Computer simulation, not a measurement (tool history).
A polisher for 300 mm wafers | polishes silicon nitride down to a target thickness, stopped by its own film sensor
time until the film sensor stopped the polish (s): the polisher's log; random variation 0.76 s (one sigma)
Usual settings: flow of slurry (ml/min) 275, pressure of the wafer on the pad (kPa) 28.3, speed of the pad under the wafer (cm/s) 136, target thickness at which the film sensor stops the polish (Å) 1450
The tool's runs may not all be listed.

run	day	flow of slurry (ml/min)	pressure of the wafer on the pad (kPa)	speed of the pad under the wafer (cm/s)	target thickness at which the film sensor stops the polish (Å)	incoming thickness of the incoming film, nm	time until the film sensor stopped the polish (s)
1	0.000	275	28.3	104	1450	388.7	113.4
2	1.354	275	28.3	136	1450	395.3	93.2
3	2.342	275	28.3	136	1450	389.4	93.8
4	5.162	275	28.3	136	1450	388.8	97.1
# day 6.167: worn pad replaced by a new one
5	6.188	275	28.3	136	810	387.7	123.3
# day 6.983: slurry nozzle cleaned
6	7.158	275	28.3	136	810	389.8	114.6
7	8.175	275	28.3	136	810	389.2	115.5
8	8.992	275	28.3	100	1450	382.8	114.3
9	9.854	275	28.3	100	1450	386.9	117.1
10	10.971	275	28.3	100	1450	390.3	117.9
11	12.017	275	35.9	136	1450	383.7	78.6
12	12.871	275	35.9	136	1450	388.6	79.5
13	13.804	275	35.9	136	1450	384.7	80.1
# day 15.092: worn pad replaced by a new one
14	15.112	275	28.3	100	1450	390.5	121.6
15	15.458	275	28.3	136	1450	388.0	96.6
16	16.179	275	28.3	136	1450	388.0	94.8
# day 17.008: head pressure recalibrated
17	17.171	275	35.9	136	2200	392.1	59.4
# day 18.075: slurry nozzle cleaned
18	18.154	275	28.3	178	1450	390.7	73.9
19	22.650	275	28.3	184	1450	389.5	73.0
20	23.392	275	28.3	136	1450	388.1	91.5
21	24.479	275	20.7	136	1450	384.6	110.8

The next listed run, before its measurement:
22	25.538	275	28.3	136	1450	389.5	?

time until the film sensor stopped the polish (s): 94.2
Without the tool's hidden state the same run would have given time until the film sensor stopped the polish (s) 91.9.

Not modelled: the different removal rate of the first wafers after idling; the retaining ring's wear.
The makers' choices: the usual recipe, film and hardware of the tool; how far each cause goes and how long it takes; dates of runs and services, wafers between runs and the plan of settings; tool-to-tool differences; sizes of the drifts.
